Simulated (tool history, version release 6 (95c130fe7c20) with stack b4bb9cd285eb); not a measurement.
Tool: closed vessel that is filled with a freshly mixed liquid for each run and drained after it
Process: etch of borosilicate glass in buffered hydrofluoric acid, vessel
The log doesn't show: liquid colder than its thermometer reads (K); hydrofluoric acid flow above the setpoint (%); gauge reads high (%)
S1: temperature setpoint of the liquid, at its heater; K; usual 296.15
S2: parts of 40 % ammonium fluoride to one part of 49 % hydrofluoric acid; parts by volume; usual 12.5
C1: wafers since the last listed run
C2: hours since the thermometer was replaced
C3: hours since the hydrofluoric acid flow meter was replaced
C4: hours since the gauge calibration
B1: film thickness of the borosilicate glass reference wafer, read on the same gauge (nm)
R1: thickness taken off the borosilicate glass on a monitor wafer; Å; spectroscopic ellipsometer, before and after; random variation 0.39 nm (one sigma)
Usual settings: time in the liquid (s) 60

run 1 hour=0 | S1=296.15 S2=12.5 time_in_the_liquid_(s)=60 | C1=0 C2=2541.1 C3=1588.8 C4=417.1 | B1=100.01 | R1=553.6
run 2 hour=17 | S1=296.15 S2=12.5 time_in_the_liquid_(s)=60 | C1=2489 C2=2558.1 C3=1605.8 C4=434.1 | B1=100.02 | R1=556.3
run 3 hour=35.6 | S1=296.15 S2=12.5 time_in_the_liquid_(s)=60 | C1=2723 C2=2576.7 C3=1624.4 C4=452.7 | B1=100.02 | R1=553
run 4 hour=62.5 | S1=296.15 S2=12.5 time_in_the_liquid_(s)=60 | C1=3938 C2=2603.6 C3=1651.3 C4=479.6 | B1=100.02 | R1=549.8
run 5 hour=85.5 | S1=296.15 S2=11.5 time_in_the_liquid_(s)=85 | C1=3367 C2=2626.6 C3=1674.3 C4=502.6 | B1=100.01 | R1=854
run 6 hour=114.1 | S1=296.15 S2=11.5 time_in_the_liquid_(s)=85 | C1=4187 C2=2655.2 C3=1702.9 C4=531.2 | B1=100 | R1=839.7
run 7 hour=170 | S1=296.15 S2=11.5 time_in_the_liquid_(s)=85 | C1=8184 C2=2711.1 C3=1758.8 C4=587.1 | B1=99.99 | R1=848.9
run 8 hour=185.9 | S1=296.15 S2=12.5 time_in_the_liquid_(s)=80 | C1=2328 C2=2727 C3=1774.7 C4=603 | B1=99.99 | R1=729.5
run 9 hour=210.6 | S1=296.15 S2=12.5 time_in_the_liquid_(s)=80 | C1=3616 C2=2751.7 C3=1799.4 C4=627.7 | B1=99.99 | R1=729.7
run 10 hour=230.9 | S1=296.15 S2=12.5 time_in_the_liquid_(s)=80 | C1=2972 C2=2772 C3=1819.7 C4=648 | B1=100.02 | R1=729
run 11 hour=245.2 | S1=293.15 S2=12.5 time_in_the_liquid_(s)=60 | C1=2093 C2=2786.3 C3=1834 C4=662.3 | B1=99.98 | R1=463.3
run 12 hour=266.7 | S1=293.15 S2=12.5 time_in_the_liquid_(s)=60 | C1=3147 C2=2807.8 C3=1855.5 C4=683.8 | B1=99.98 | R1=464.9
-- hour=278.2 gauge calibrated
run 13 hour=286.6 | S1=293.15 S2=12.5 time_in_the_liquid_(s)=60 | C1=2913 C2=2827.7 C3=1875.4 C4=8.4 | B1=100.01 | R1=462.3
run 14 hour=314.9 | S1=296.15 S2=12.5 time_in_the_liquid_(s)=30 | C1=4143 C2=2856 C3=1903.7 C4=36.7 | B1=99.99 | R1=272.9
run 15 hour=340.7 | S1=294.65 S2=12.5 time_in_the_liquid_(s)=90 | C1=3777 C2=2881.8 C3=1929.5 C4=62.5 | B1=99.99 | R1=741.7
-- hour=352.4 thermometer replaced
run 16 hour=355.3 | S1=293.15 S2=12.5 time_in_the_liquid_(s)=40 | C1=1991 C2=2.9 C3=1944.1 C4=77.1 | B1=100 | R1=343.1
run 17 hour=387.9 | S1=296.15 S2=12.5 time_in_the_liquid_(s)=60 | C1=4773 C2=35.5 C3=1976.7 C4=109.7 | B1=99.96 | R1=598
run 18 hour=414.5 | S1=296.15 S2=12.5 time_in_the_liquid_(s)=60 | C1=3894 C2=62.1 C3=2003.3 C4=136.3 | B1=100 | R1=608.7
run 19 hour=439.2 | S1=299.65 S2=14 time_in_the_liquid_(s)=90 | C1=3616 C2=86.8 C3=2028 C4=161 | B1=100.02 | R1=973.2
run 20 hour=453 | S1=296.15 S2=8.5 time_in_the_liquid_(s)=85 | C1=2020 C2=100.6 C3=2041.8 C4=174.8 | B1=99.99 | R1=1223.7
run 21 hour=471 | S1=299.65 S2=12.5 time_in_the_liquid_(s)=60 | C1=2635 C2=118.6 C3=2059.8 C4=192.8 | B1=99.98 | R1=727.8
-- hour=478.3 hydrofluoric acid flow meter replaced
run 22 hour=487.1 | S1=296.15 S2=17 time_in_the_liquid_(s)=70 | C1=2210 C2=134.7 C3=8.8 C4=208.9 | B1=99.97 | R1=524.2
run 23 hour=504.8 | S1=296.15 S2=12.5 time_in_the_liquid_(s)=60 | C1=2591 C2=152.4 C3=26.5 C4=226.6 | B1=100.01 | R1=606.9
run 24 hour=537.2 | S1=294.65 S2=14 time_in_the_liquid_(s)=40 | C1=4743 C2=184.8 C3=58.9 C4=259 | B1=99.99 | R1=330.2
run 25 hour=553.5 | S1=296.15 S2=8.5 time_in_the_liquid_(s)=60 | C1=2386 C2=201.1 C3=75.2 C4=275.3 | B1=100 | R1=852.6
run 26 hour=571.2 | S1=296.15 S2=12.5 time_in_the_liquid_(s)=60 | C1=2591 C2=218.8 C3=92.9 C4=293 | B1=99.99 | R1=603.4
run 27 hour=594.4 | S1=298.65 S2=12.5 time_in_the_liquid_(s)=60 | C1=3396 C2=242 C3=116.1 C4=316.2 | B1=100 | R1=691.8
run 28 hour=621.6 | S1=296.15 S2=11 time_in_the_liquid_(s)=30 | C1=3982 C2=269.2 C3=143.3 C4=343.4 | B1=100.03 | R1=339.6
run 29 hour=651.5 | S1=296.15 S2=12.5 time_in_the_liquid_(s)=60 | C1=4377 C2=299.1 C3=173.2 C4=373.3 | B1=100.01 | R1=601.6
run 30 hour=673.1 | S1=297.65 S2=9.5 time_in_the_liquid_(s)=80 | C1=3162 C2=320.7 C3=194.8 C4=394.9 | B1=100.02 | R1=1117.1
run 31 hour=705.1 | S1=294.65 S2=14 time_in_the_liquid_(s)=40 | C1=4685 C2=352.7 C3=226.8 C4=426.9 | B1=99.99 | R1=328.7
run 32 hour=733 | S1=298.15 S2=12.5 time_in_the_liquid_(s)=90 | C1=4085 C2=380.6 C3=254.7 C4=454.8 | B1=100.03 | R1=1000.9
run 33 hour=749 | S1=293.65 S2=12.5 time_in_the_liquid_(s)=60 | C1=2342 C2=396.6 C3=270.7 C4=470.8 | B1=100.02 | R1=519.2

Measured less the same run without the tool's hidden state. The same run-to-run variation is in both; the gauge's scatter may not be:
run=1 R1=-76.4
run=2 R1=-77.1
run=3 R1=-77.3
run=4 R1=-77.6
run=5 R1=-121.3
run=6 R1=-120.4
run=7 R1=-124.4
run=8 R1=-107.4
run=9 R1=-108.4
run=10 R1=-109.2
run=11 R1=-71
run=12 R1=-71.9
run=13 R1=-72
run=14 R1=-42
run=15 R1=-116.4
run=16 R1=-11.3
run=17 R1=-20.4
run=18 R1=-21.4
run=19 R1=-34.6
run=20 R1=-44.9
run=21 R1=-27.1
run=22 R1=-20.3
run=23 R1=-24.1
run=24 R1=-13.6
run=25 R1=-35.6
run=26 R1=-25.7
run=27 R1=-29.7
run=28 R1=-15.1
run=29 R1=-27.9
run=30 R1=-51.9
run=31 R1=-16.2
run=32 R1=-49.3
run=33 R1=-26.9

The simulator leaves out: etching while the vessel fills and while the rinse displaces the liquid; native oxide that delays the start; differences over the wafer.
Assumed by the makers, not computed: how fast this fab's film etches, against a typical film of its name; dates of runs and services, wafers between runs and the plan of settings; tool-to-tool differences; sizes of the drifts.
